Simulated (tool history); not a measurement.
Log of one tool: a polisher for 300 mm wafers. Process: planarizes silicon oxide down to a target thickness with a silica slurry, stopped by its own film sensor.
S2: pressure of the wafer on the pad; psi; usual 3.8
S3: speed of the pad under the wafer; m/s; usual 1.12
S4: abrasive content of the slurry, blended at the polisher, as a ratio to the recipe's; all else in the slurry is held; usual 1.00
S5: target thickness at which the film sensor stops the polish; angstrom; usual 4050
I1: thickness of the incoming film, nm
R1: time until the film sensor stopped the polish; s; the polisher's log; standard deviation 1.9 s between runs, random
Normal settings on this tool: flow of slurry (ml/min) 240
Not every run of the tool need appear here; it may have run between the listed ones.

{"run": 1, "hour": 0.0, "flow of slurry (ml/min)": 240, "S2": 3.8, "S3": 1.12, "S4": 1.0, "S5": 4050, "I1": 795.1, "R1": 171.5}
{"run": 2, "hour": 10.3, "flow of slurry (ml/min)": 180, "S2": 3.8, "S3": 1.12, "S4": 1.0, "S5": 4050, "I1": 794.4, "R1": 177.1}
{"run": 3, "hour": 26.7, "flow of slurry (ml/min)": 180, "S2": 3.8, "S3": 1.12, "S4": 1.0, "S5": 4050, "I1": 795.6, "R1": 179.8}
{"run": 4, "hour": 35.1, "flow of slurry (ml/min)": 240, "S2": 3.8, "S3": 1.12, "S4": 1.0, "S5": 4050, "I1": 815.1, "R1": 181.6}
{"run": 5, "hour": 50.0, "flow of slurry (ml/min)": 240, "S2": 3.8, "S3": 1.12, "S4": 1.0, "S5": 4050, "I1": 803.2, "R1": 177.1}
{"run": 6, "hour": 65.6, "flow of slurry (ml/min)": 240, "S2": 3.8, "S3": 1.12, "S4": 1.0, "S5": 4050, "I1": 804.1, "R1": 179.5}
{"run": 7, "hour": 78.7, "flow of slurry (ml/min)": 240, "S2": 3.8, "S3": 1.12, "S4": 1.0, "S5": 4050, "I1": 795.1, "R1": 173.1}
{"hour": 81.2, "done": "head pressure recalibrated"}
{"hour": 82.8, "done": "slurry blender recalibrated"}
{"run": 8, "hour": 85.1, "flow of slurry (ml/min)": 240, "S2": 3.8, "S3": 1.12, "S4": 1.0, "S5": 4050, "I1": 810.0, "R1": 161.2}
{"hour": 91.1, "done": "slurry nozzle cleaned"}
{"run": 9, "hour": 96.0, "flow of slurry (ml/min)": 240, "S2": 3.8, "S3": 1.34, "S4": 1.0, "S5": 4050, "I1": 811.0, "R1": 142.1}
{"run": 10, "hour": 110.2, "flow of slurry (ml/min)": 240, "S2": 3.8, "S3": 1.34, "S4": 1.0, "S5": 4050, "I1": 786.1, "R1": 134.1}
{"run": 11, "hour": 120.5, "flow of slurry (ml/min)": 240, "S2": 3.8, "S3": 1.34, "S4": 1.0, "S5": 4050, "I1": 796.9, "R1": 134.9}
{"run": 12, "hour": 129.1, "flow of slurry (ml/min)": 240, "S2": 3.8, "S3": 1.12, "S4": 1.0, "S5": 4050, "I1": 795.9, "R1": 156.9}
{"run": 13, "hour": 143.5, "flow of slurry (ml/min)": 240, "S2": 3.8, "S3": 1.12, "S4": 1.0, "S5": 4050, "I1": 809.2, "R1": 158.9}
{"run": 14, "hour": 152.0, "flow of slurry (ml/min)": 310, "S2": 4.9, "S3": 1.12, "S4": 0.85, "S5": 4050, "I1": 800.9, "R1": 128.1}
{"run": 15, "hour": 165.2, "flow of slurry (ml/min)": 240, "S2": 3.4, "S3": 1.52, "S4": 0.85, "S5": 4860, "I1": 806.5, "R1": 120.9}
{"run": 16, "hour": 182.1, "flow of slurry (ml/min)": 160, "S2": 3.8, "S3": 1.12, "S4": 0.7, "S5": 4050, "I1": 798.6, "R1": 206.2}
{"hour": 188.9, "done": "conditioning disc replaced and pad reconditioned"}
{"run": 17, "hour": 199.6, "flow of slurry (ml/min)": 325, "S2": 3.8, "S3": 1.12, "S4": 1.0, "S5": 4740, "I1": 795.8, "R1": 127.0}
{"hour": 211.3, "done": "worn pad replaced by a new one, of another model than before"}
{"run": 18, "hour": 212.8, "flow of slurry (ml/min)": 240, "S2": 3.8, "S3": 0.74, "S4": 1.0, "S5": 5060, "I1": 796.0, "R1": 139.8}
{"run": 19, "hour": 220.4, "flow of slurry (ml/min)": 240, "S2": 3.8, "S3": 1.12, "S4": 1.0, "S5": 4050, "I1": 802.9, "R1": 163.1}
{"run": 20, "hour": 232.9, "flow of slurry (ml/min)": 240, "S2": 3.8, "S3": 1.12, "S4": 1.0, "S5": 4050, "I1": 798.3, "R1": 161.4}
{"hour": 242.1, "done": "slurry blender recalibrated"}
{"run": 21, "hour": 258.9, "flow of slurry (ml/min)": 240, "S2": 3.2, "S3": 1.12, "S4": 1.0, "S5": 4050, "I1": 802.4, "R1": 175.4}
{"run": 22, "hour": 269.5, "flow of slurry (ml/min)": 240, "S2": 4.3, "S3": 0.84, "S4": 1.15, "S5": 4050, "I1": 797.1, "R1": 157.2}
{"run": 23, "hour": 281.9, "flow of slurry (ml/min)": 240, "S2": 3.8, "S3": 1.12, "S4": 1.0, "S5": 4050, "I1": 814.1, "R1": 166.9}
{"run": 24, "hour": 291.4, "flow of slurry (ml/min)": 240, "S2": 3.5, "S3": 1.12, "S4": 1.2, "S5": 4050, "I1": 803.1, "R1": 156.6}
{"run": 25, "hour": 300.8, "flow of slurry (ml/min)": 240, "S2": 3.8, "S3": 1.12, "S4": 1.0, "S5": 4050, "I1": 798.8, "R1": 162.0}
{"run": 26, "hour": 314.9, "flow of slurry (ml/min)": 240, "S2": 4.3, "S3": 1.12, "S4": 1.0, "S5": 4050, "I1": 805.4, "R1": 154.3}
{"run": 27, "hour": 324.5, "flow of slurry (ml/min)": 270, "S2": 3.8, "S3": 1.12, "S4": 0.7, "S5": 5350, "I1": 795.6, "R1": 125.8}

Each row is a separate what-if for the run after 27, all from the same tool condition, not one after another. Results?
{"run": "A", "hour": 325.0, "flow of slurry (ml/min)": 240, "S2": 3.8, "S3": 1.12, "S4": 1.0, "S5": 4050, "I1": 803.3, "R1": "?"}
{"run": "B", "hour": 325.0, "flow of slurry (ml/min)": 240, "S2": 4.6, "S3": 1.12, "S4": 1.25, "S5": 5170, "I1": 803.3, "R1": "?"}
{"run": "C", "hour": 325.0, "flow of slurry (ml/min)": 240, "S2": 3.8, "S3": 1.12, "S4": 0.8, "S5": 4050, "I1": 803.3, "R1": "?"}

run=A R1=158.9
run=B R1=93.6
run=C R1=176.5
What these runs would have given with no unlogged condition in the tool:
run=A R1=158.7
run=B R1=93.4
run=C R1=176.2

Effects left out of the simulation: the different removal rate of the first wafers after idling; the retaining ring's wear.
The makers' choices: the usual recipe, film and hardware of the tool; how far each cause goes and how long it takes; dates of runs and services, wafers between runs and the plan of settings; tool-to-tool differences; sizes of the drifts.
